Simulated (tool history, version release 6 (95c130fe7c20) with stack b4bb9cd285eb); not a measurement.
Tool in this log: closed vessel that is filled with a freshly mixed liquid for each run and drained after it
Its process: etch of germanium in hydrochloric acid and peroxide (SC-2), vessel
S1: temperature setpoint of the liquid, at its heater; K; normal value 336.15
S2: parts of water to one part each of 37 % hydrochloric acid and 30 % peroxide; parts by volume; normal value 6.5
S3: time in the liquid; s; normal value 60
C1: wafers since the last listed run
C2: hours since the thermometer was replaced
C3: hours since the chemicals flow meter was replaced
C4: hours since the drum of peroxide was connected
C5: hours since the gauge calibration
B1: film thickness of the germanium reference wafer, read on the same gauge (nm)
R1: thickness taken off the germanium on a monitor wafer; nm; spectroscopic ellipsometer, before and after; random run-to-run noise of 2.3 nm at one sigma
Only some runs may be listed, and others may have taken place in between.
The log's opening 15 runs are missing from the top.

{"hour": 845.0, "done": "chemicals flow meter replaced"}
{"run": 16, "hour": 859.2, "S1": 336.15, "S2": 6.5, "S3": 60, "C1": 6414, "C2": 302.6, "C3": 14.2, "C4": 708.9, "C5": 720.9, "B1": 119.84, "R1": 242.39}
{"run": 17, "hour": 929.1, "S1": 342.65, "S2": 6.5, "S3": 60, "C1": 8706, "C2": 372.5, "C3": 84.1, "C4": 778.8, "C5": 790.8, "B1": 119.93, "R1": 292.78}
{"run": 18, "hour": 999.9, "S1": 336.15, "S2": 6.5, "S3": 50, "C1": 8818, "C2": 443.3, "C3": 154.9, "C4": 849.6, "C5": 861.6, "B1": 119.98, "R1": 201.34}
{"hour": 1030.3, "done": "thermometer replaced"}
{"hour": 1037.4, "done": "new drum of peroxide connected"}
{"run": 19, "hour": 1056.4, "S1": 342.65, "S2": 8, "S3": 60, "C1": 6788, "C2": 26.1, "C3": 211.4, "C4": 19, "C5": 918.1, "B1": 120.07, "R1": 282.66}
{"run": 20, "hour": 1108.6, "S1": 336.15, "S2": 6.5, "S3": 60, "C1": 6501, "C2": 78.3, "C3": 263.6, "C4": 71.2, "C5": 970.3, "B1": 120.15, "R1": 247.01}
{"run": 21, "hour": 1173.3, "S1": 336.15, "S2": 6.5, "S3": 60, "C1": 8058, "C2": 143, "C3": 328.3, "C4": 135.9, "C5": 1035, "B1": 120.3, "R1": 246.71}
{"run": 22, "hour": 1208.4, "S1": 336.15, "S2": 6.5, "S3": 60, "C1": 4372, "C2": 178.1, "C3": 363.4, "C4": 171, "C5": 1070.1, "B1": 120.34, "R1": 245.79}
{"run": 23, "hour": 1264.8, "S1": 331.65, "S2": 8.5, "S3": 95, "C1": 7025, "C2": 234.5, "C3": 419.8, "C4": 227.4, "C5": 1126.5, "B1": 120.47, "R1": 330.56}
{"run": 24, "hour": 1383.5, "S1": 344.15, "S2": 4, "S3": 85, "C1": 14785, "C2": 353.2, "C3": 538.5, "C4": 346.1, "C5": 1245.2, "B1": 120.71, "R1": 445.79}
{"run": 25, "hour": 1447.3, "S1": 327.65, "S2": 6.5, "S3": 60, "C1": 7946, "C2": 417, "C3": 602.3, "C4": 409.9, "C5": 1309, "B1": 120.83, "R1": 193.32}
{"run": 26, "hour": 1511.2, "S1": 336.15, "S2": 5.5, "S3": 90, "C1": 7959, "C2": 480.9, "C3": 666.2, "C4": 473.8, "C5": 1372.9, "B1": 121, "R1": 380}
{"hour": 1519.4, "done": "thermometer replaced"}
{"run": 27, "hour": 1552.7, "S1": 336.15, "S2": 6.5, "S3": 60, "C1": 5044, "C2": 33.3, "C3": 707.7, "C4": 515.3, "C5": 1414.4, "B1": 121.07, "R1": 243.95}
{"run": 28, "hour": 1609.7, "S1": 333.15, "S2": 6.5, "S3": 75, "C1": 7099, "C2": 90.3, "C3": 764.7, "C4": 572.3, "C5": 1471.4, "B1": 121.27, "R1": 284.58}
{"run": 29, "hour": 1653.6, "S1": 330.15, "S2": 8, "S3": 35, "C1": 5468, "C2": 134.2, "C3": 808.6, "C4": 616.2, "C5": 1515.3, "B1": 121.38, "R1": 119.66}
{"run": 30, "hour": 1706.6, "S1": 328.65, "S2": 6.5, "S3": 45, "C1": 6601, "C2": 187.2, "C3": 861.6, "C4": 669.2, "C5": 1568.3, "B1": 121.52, "R1": 150.67}
{"run": 31, "hour": 1749.4, "S1": 327.15, "S2": 6.5, "S3": 60, "C1": 5331, "C2": 230, "C3": 904.4, "C4": 712, "C5": 1611.1, "B1": 121.65, "R1": 188.35}

Branching from run 31: 3 alternative next runs. What would each branch give?
{"run": "A", "hour": 1750.1, "S1": 336.15, "S2": 6.5, "S3": 60, "C1": 87, "C2": 230.7, "C3": 905.1, "C4": 712.7, "C5": 1611.8, "B1": "?", "R1": "?"}
{"run": "B", "hour": 1750.1, "S1": 336.15, "S2": 6.5, "S3": 35, "C1": 87, "C2": 230.7, "C3": 905.1, "C4": 712.7, "C5": 1611.8, "B1": "?", "R1": "?"}
{"run": "C", "hour": 1750.1, "S1": 339.65, "S2": 5.5, "S3": 30, "C1": 87, "C2": 230.7, "C3": 905.1, "C4": 712.7, "C5": 1611.8, "B1": "?", "R1": "?"}

run=A B1=121.67 R1=248.2
run=B B1=121.67 R1=144.78
run=C B1=121.67 R1=138.63
With no hidden state in the tool, these same runs would have given:
run=A R1=244.82
run=B R1=142.81
run=C R1=136.74
